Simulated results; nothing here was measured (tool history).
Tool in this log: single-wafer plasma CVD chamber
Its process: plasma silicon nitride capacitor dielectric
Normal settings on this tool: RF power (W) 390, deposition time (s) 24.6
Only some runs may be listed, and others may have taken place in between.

run,day,RF power (W),deposition time (s),wafers since the last listed run,hours since the last RF generator calibration,hours since the showerhead was replaced,hours since the gauge calibration,"read-back reference wafer on the same gauge, thickness_nm",mean film thickness on the monitor wafer (nm)
1,0,390,24.6,0,628,6608.8,162.5,32.41,33.022
2,2.75,390,24.6,1538,694,6674.8,228.5,32.375,33.209
3,4.921,390,23.3,1214,746.1,6726.9,280.6,32.408,31.299
4,6.25,390,24.6,743,778,6758.8,312.5,32.428,33.135
5,8.65,390,24.6,1342,835.6,6816.4,370.1,32.405,33.201
6,10.108,390,24.6,815,870.6,6851.4,405.1,32.416,33.068
7,11.996,340,24.6,1055,915.9,6896.7,450.4,32.411,32.428
8,13.046,340,24.6,587,941.1,6921.9,475.6,32.373,32.087
9,20.567,340,24.6,4206,1121.6,7102.4,656.1,32.397,32.091
10,21.817,390,24.6,699,1151.6,7132.4,686.1,32.387,32.704
11,23.408,390,24.6,890,1189.8,7170.6,724.3,32.401,32.691
12,24.817,390,24.6,787,1223.6,7204.4,758.1,32.392,32.814
13,26.117,390,24.6,727,1254.8,7235.6,789.3,32.411,32.726
14,28.071,440,28,1093,1301.7,7282.5,836.2,32.424,38.138
15,30.725,440,28,1484,1365.4,7346.2,899.9,32.396,38.311
# day 31.304: RF generator calibrated
16,31.942,365,27.9,494,15.3,7375.4,929.1,32.402,37.062
17,33.462,320,21.1,850,51.8,7411.9,965.6,32.4,27.651
18,35.958,365,22.3,1396,111.7,7471.8,1025.5,32.404,29.785
19,37.371,390,24.6,790,145.6,7505.7,1059.4,32.422,33.219
20,40.367,410,27.5,1675,217.5,7577.6,1131.3,32.405,37.453
# day 42.65: showerhead replaced
21,42.671,370,26.1,1102,272.8,0.5,1186.6,32.413,34.842
22,45.333,425,22.8,1489,336.7,64.4,1250.5,32.407,31.236
# day 46.675: gauge calibrated
23,51.125,390,24.6,3239,475.7,203.4,106.8,32.415,33.187
24,53.125,325,20.1,1118,523.7,251.4,154.8,32.419,26.266
25,55.35,390,22.1,1244,577.1,304.8,208.2,32.409,29.619
26,57.079,390,24.6,967,618.6,346.3,249.7,32.396,33.335
27,59.488,325,22.2,1347,676.4,404.1,307.5,32.414,28.908
28,61.883,340,21.1,1340,733.9,461.6,365,32.41,27.71
29,64.404,415,28.1,1409,794.4,522.1,425.5,32.386,38.45
30,65.746,415,20.6,750,826.6,554.3,457.7,32.41,27.998
31,66.804,435,28.6,591,852,579.7,483.1,32.386,39.186

Predict each of these 3 candidate next runs independently; none follows another, all start after run 31:
A,66.821,345,24.6,9,852.4,580.1,483.5,?,?
B,66.821,420,23,9,852.4,580.1,483.5,?,?
C,66.821,355,26.9,9,852.4,580.1,483.5,?,?

run,"read-back reference wafer on the same gauge, thickness_nm",mean film thickness on the monitor wafer (nm)
A,32.44,32.388
B,32.44,31.376
C,32.44,35.593
With the hidden condition removed and each run's random variation left untouched, the same runs would have given:
run,mean film thickness on the monitor wafer (nm)
A,32.584
B,31.566
C,35.809
